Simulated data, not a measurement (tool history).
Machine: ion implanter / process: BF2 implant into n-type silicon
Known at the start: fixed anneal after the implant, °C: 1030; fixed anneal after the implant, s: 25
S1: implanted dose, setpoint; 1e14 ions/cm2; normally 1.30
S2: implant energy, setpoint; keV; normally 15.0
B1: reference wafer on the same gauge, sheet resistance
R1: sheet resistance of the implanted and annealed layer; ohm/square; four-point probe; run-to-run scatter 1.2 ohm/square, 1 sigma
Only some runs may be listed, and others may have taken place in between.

| run | hour | S1 | S2 | B1 | R1 |
|---|---|---|---|---|---|
| 1 | 0.0 | 1.30 | 15.0 | 647.10 | 778.70 |
| 2 | 61.2 | 1.30 | 15.0 | 646.88 | 779.08 |
| 3 | 156.9 | 1.04 | 15.0 | 647.07 | 945.10 |
| 4 | 211.0 | 1.04 | 15.0 | 646.94 | 940.81 |
| 5 | 258.4 | 1.04 | 15.0 | 646.84 | 943.63 |
| 6 | 335.7 | 1.30 | 13.5 | 647.00 | 789.95 |
| 7 | 578.3 | 1.30 | 13.5 | 646.92 | 793.53 |
| 8 | 683.3 | 1.30 | 13.5 | 646.81 | 793.69 |
| 9 | 735.6 | 1.30 | 16.0 | 646.79 | 779.43 |
| 10 | 829.2 | 1.30 | 16.0 | 647.19 | 781.59 |
| 11 | 936.3 | 1.11 | 15.0 | 647.12 | 900.27 |
|  | 976.4 | Faraday cup replaced and dose calibrated |
| 12 | 997.9 | 1.30 | 13.0 | 647.16 | 791.52 |
| 13 | 1054.2 | 1.30 | 13.0 | 646.89 | 789.61 |
| 14 | 1161.8 | 1.30 | 11.5 | 647.09 | 798.80 |
| 15 | 1259.3 | 1.30 | 15.0 | 646.91 | 776.84 |
| 16 | 1337.0 | 1.30 | 15.0 | 647.08 | 776.56 |
| 17 | 1375.3 | 1.30 | 15.0 | 647.01 | 776.41 |
| 18 | 1426.3 | 1.16 | 13.0 | 646.98 | 871.71 |
|  | 1493.1 | extraction supply calibrated |
| 19 | 1494.8 | 0.91 | 18.5 | 647.08 | 1022.25 |
| 20 | 1542.8 | 1.30 | 15.0 | 646.92 | 776.11 |
| 21 | 1614.3 | 1.12 | 15.0 | 647.04 | 882.18 |
| 22 | 1690.5 | 1.30 | 15.0 | 646.78 | 779.34 |
| 23 | 1736.9 | 0.96 | 18.0 | 647.07 | 982.25 |
|  | 1757.5 | gauge calibrated |
| 24 | 1801.0 | 1.30 | 15.0 | 646.98 | 777.11 |
| 25 | 1891.9 | 1.09 | 13.0 | 647.11 | 920.33 |
| 26 | 2123.0 | 1.44 | 10.5 | 646.98 | 742.55 |
| 27 | 2226.0 | 1.59 | 16.5 | 647.02 | 648.74 |
| 28 | 2281.3 | 1.19 | 13.5 | 647.03 | 854.63 |
| 29 | 2376.5 | 1.12 | 11.5 | 647.02 | 918.92 |
| 30 | 2469.8 | 1.48 | 12.5 | 646.96 | 714.43 |
| 31 | 2536.0 | 1.53 | 15.0 | 646.88 | 682.24 |
| 32 | 2642.8 | 1.30 | 15.0 | 646.89 | 787.81 |
| 33 | 2722.3 | 0.94 | 16.5 | 647.01 | 1022.91 |
| 34 | 2796.5 | 1.67 | 10.5 | 646.85 | 656.87 |

The tool's hidden state at each run:
deviation of the true energy from its setpoint, %: 0 in every run
gauge reads high (%): 0 in every run
H1: deviation of the true dose from the Faraday cup's reading, %
| run | H1 |
|---|---|
| 1 | -0.587 |
| 2 | -0.648 |
| 3 | -0.749 |
| 4 | -0.81 |
| 5 | -0.866 |
| 6 | -0.962 |
| 7 | -1.3 |
| 8 | -1.46 |
| 9 | -1.55 |
| 10 | -1.71 |
| 11 | -1.9 |
| 12 | -0.331 |
| 13 | -0.334 |
| 14 | -0.348 |
| 15 | -0.369 |
| 16 | -0.393 |
| 17 | -0.407 |
| 18 | -0.427 |
| 19 | -0.459 |
| 20 | -0.484 |
| 21 | -0.524 |
| 22 | -0.573 |
| 23 | -0.606 |
| 24 | -0.654 |
| 25 | -0.729 |
| 26 | -0.955 |
| 27 | -1.07 |
| 28 | -1.14 |
| 29 | -1.26 |
| 30 | -1.39 |
| 31 | -1.49 |
| 32 | -1.65 |
| 33 | -1.78 |
| 34 | -1.9 |

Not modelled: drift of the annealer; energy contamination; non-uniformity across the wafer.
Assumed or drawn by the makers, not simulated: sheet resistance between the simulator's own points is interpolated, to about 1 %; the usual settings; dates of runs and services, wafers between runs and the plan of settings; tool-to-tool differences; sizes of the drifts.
